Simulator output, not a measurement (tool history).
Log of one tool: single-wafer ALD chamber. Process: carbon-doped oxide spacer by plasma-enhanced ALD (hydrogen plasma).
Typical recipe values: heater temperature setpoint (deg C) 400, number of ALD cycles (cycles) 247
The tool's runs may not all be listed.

run   hour  heater temperature setpoint (deg C)  number of ALD cycles (cycles)  wafers since the last listed run  hours since the last thermocouple change  hours since the gauge calibration  read-back reference wafer on the same gauge, thickness_nm  mean film thickness on the monitor wafer (angstrom)
  1    0.0                                  400                            265                                 0                                     853.4                               43.7                                                     10.102                                               120.47
  2   25.7                                  390                            211                                48                                     879.1                               69.4                                                     10.095                                                97.08
  3   61.3                                  400                            247                                67                                     914.7                              105.0                                                     10.109                                               112.65
  4  106.6                                  400                            247                                85                                     960.0                              150.3                                                     10.102                                               112.70
  5  154.6                                  404                            247                                91                                    1008.0                              198.3                                                     10.105                                               110.20
  6  198.2                                  404                            247                                82                                    1051.6                              241.9                                                     10.107                                               110.34
  7  249.7                                  404                            247                                97                                    1103.1                              293.4                                                     10.101                                               110.41
  8  300.7                                  393                            247                                96                                    1154.1                              344.4                                                     10.093                                               114.37
     352.2  -- thermocouple changed; heater temperature recalibrated
  9  352.7                                  393                            247                                83                                       0.5                              396.4                                                     10.098                                               114.18
 10  398.8                                  408                            269                                87                                      46.6                              442.5                                                     10.086                                               121.54
     447.5  -- gauge calibrated
 11  451.0                                  409                            247                                99                                      98.8                                3.5                                                     10.101                                               110.71
 12  505.8                                  400                            247                               103                                     153.6                               58.3                                                     10.099                                               114.56
 13  681.8                                  387                            210                               333                                     329.6                              234.3                                                     10.098                                                96.73
 14  719.5                                  400                            218                                71                                     367.3                              272.0                                                     10.098                                               100.46
 15  773.5                                  393                            247                               102                                     421.3                              326.0                                                     10.099                                               114.13
 16  829.7                                  389                            247                               106                                     477.5                              382.2                                                     10.095                                               113.47
 17  865.2                                  400                            247                                67                                     513.0                              417.7                                                     10.107                                               113.51
 18  928.2                                  391                            281                               119                                     576.0                              480.7                                                     10.092                                               130.09

Hidden condition of the tool, last listed run before each entry between runs versus first listed run after:
Run 8 -> run 9: thermocouple changed; heater temperature recalibrated (hour 352.2)
  wafer temperature above the value expected at the setpoint (K): 5.24 -> -1.12
  what was measured, less what the result would be without the hidden state, mean film thickness on the monitor wafer (angstrom): +0.00 -> +0.00
Run 10 -> run 11: gauge calibrated (hour 447.5)
  wafer temperature above the value expected at the setpoint (K): -0.912 -> -0.679
  what was measured, less what the result would be without the hidden state, mean film thickness on the monitor wafer (angstrom): +0.39 -> +0.27
